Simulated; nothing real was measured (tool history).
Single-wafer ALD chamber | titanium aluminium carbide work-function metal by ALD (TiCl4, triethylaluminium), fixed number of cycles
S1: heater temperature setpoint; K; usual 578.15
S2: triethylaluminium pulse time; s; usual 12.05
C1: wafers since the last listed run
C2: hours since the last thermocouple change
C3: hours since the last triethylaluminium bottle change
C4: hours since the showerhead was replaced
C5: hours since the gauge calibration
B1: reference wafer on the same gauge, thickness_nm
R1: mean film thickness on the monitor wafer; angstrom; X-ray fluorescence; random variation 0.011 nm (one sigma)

Run 1, hour 0: usual settings; C1 0; C2 475.4; C3 1018.1; C4 4468.5; C5 1324.8; B1 2.219. Result: R1 20.24 angstrom.
At hour 16: gauge calibrated.
Run 2, hour 50.8: usual settings; C1 523; C2 526.2; C3 1068.9; C4 4519.3; C5 34.8; B1 2.218. Result: R1 20.16 angstrom.
Run 3, hour 90.2: usual settings but S1 575.15 K; C1 406; C2 565.6; C3 1108.3; C4 4558.7; C5 74.2; B1 2.217. Result: R1 19.93 angstrom.
Run 4, hour 167.4: usual settings but S1 575.15 K; C1 795; C2 642.8; C3 1185.5; C4 4635.9; C5 151.4; B1 2.221. Result: R1 19.94 angstrom.
Run 5, hour 215.7: usual settings but S1 575.15 K; C1 497; C2 691.1; C3 1233.8; C4 4684.2; C5 199.7; B1 2.221. Result: R1 20.08 angstrom.
Run 6, hour 318.8: usual settings but S1 568.15 K; C1 1062; C2 794.2; C3 1336.9; C4 4787.3; C5 302.8; B1 2.217. Result: R1 19.53 angstrom.
Run 7, hour 420.7: usual settings but S1 568.15 K; C1 1050; C2 896.1; C3 1438.8; C4 4889.2; C5 404.7; B1 2.222. Result: R1 19.42 angstrom.
Run 8, hour 464: usual settings but S1 568.15 K; C1 446; C2 939.4; C3 1482.1; C4 4932.5; C5 448; B1 2.219. Result: R1 19.39 angstrom.
At hour 522.6: triethylaluminium bottle replaced.
Run 9, hour 530.2: usual settings but S1 589.15 K; C1 599; C2 1005.6; C3 7.6; C4 4998.7; C5 514.2; B1 2.218. Result: R1 21.42 angstrom.
Run 10, hour 623.3: usual settings but S1 589.15 K; C1 959; C2 1098.7; C3 100.7; C4 5091.8; C5 607.3; B1 2.22. Result: R1 21.6 angstrom.
Run 11, hour 668.6: usual settings but S1 592.15 K; C1 466; C2 1144; C3 146; C4 5137.1; C5 652.6; B1 2.22. Result: R1 21.89 angstrom.
Run 12, hour 762.6: usual settings but S1 589.15 K, S2 16.25 s; C1 968; C2 1238; C3 240; C4 5231.1; C5 746.6; B1 2.219. Result: R1 21.71 angstrom.
Run 13, hour 805.1: usual settings but S1 566.15 K, S2 9.08 s; C1 438; C2 1280.5; C3 282.5; C4 5273.6; C5 789.1; B1 2.225. Result: R1 18.7 angstrom.
Run 14, hour 854.9: usual settings; C1 513; C2 1330.3; C3 332.3; C4 5323.4; C5 838.9; B1 2.219. Result: R1 20.48 angstrom.
Run 15, hour 904.2: usual settings; C1 508; C2 1379.6; C3 381.6; C4 5372.7; C5 888.2; B1 2.22. Result: R1 20.35 angstrom.
Run 16, hour 945.2: usual settings but S1 572.15 K; C1 422; C2 1420.6; C3 422.6; C4 5413.7; C5 929.2; B1 2.22. Result: R1 20.03 angstrom.
At hour 968.4: showerhead replaced.
At hour 1010.7: thermocouple changed; heater temperature recalibrated.
Run 17, hour 1048.7: usual settings but S1 589.15 K, S2 13.52 s; C1 901; C2 38; C3 526.1; C4 80.3; C5 1032.7; B1 2.222. Result: R1 21.53 angstrom.
At hour 1119.3: gauge calibrated.
Run 18, hour 1325.9: usual settings; C1 2857; C2 315.2; C3 803.3; C4 357.5; C5 206.6; B1 2.219. Result: R1 20.09 angstrom.
Run 19, hour 1362.9: usual settings but S1 590.15 K, S2 16.71 s; C1 381; C2 352.2; C3 840.3; C4 394.5; C5 243.6; B1 2.218. Result: R1 21.56 angstrom.
Run 20, hour 1459: usual settings but S2 14.63 s; C1 990; C2 448.3; C3 936.4; C4 490.6; C5 339.7; B1 2.22. Result: R1 20.23 angstrom.

Forecast each of these 3 alternatives for the next run:
Run A, hour 1459.4: usual settings but S2 16.73 s; C1 4; C2 448.7; C3 936.8; C4 491; C5 340.1; B1 ?. Result: R1 ?.
Run B, hour 1459.4: usual settings but S2 16.45 s; C1 4; C2 448.7; C3 936.8; C4 491; C5 340.1; B1 ?. Result: R1 ?.
Run C, hour 1459.4: usual settings but S1 589.15 K, S2 9.84 s; C1 4; C2 448.7; C3 936.8; C4 491; C5 340.1; B1 ?. Result: R1 ?.

run     B1     R1
  A  2.222  20.45
  B  2.222  20.44
  C  2.222  20.79
Without the tool's hidden state the same runs would have given:
run     R1
  A  20.37
  B  20.37
  C  20.72
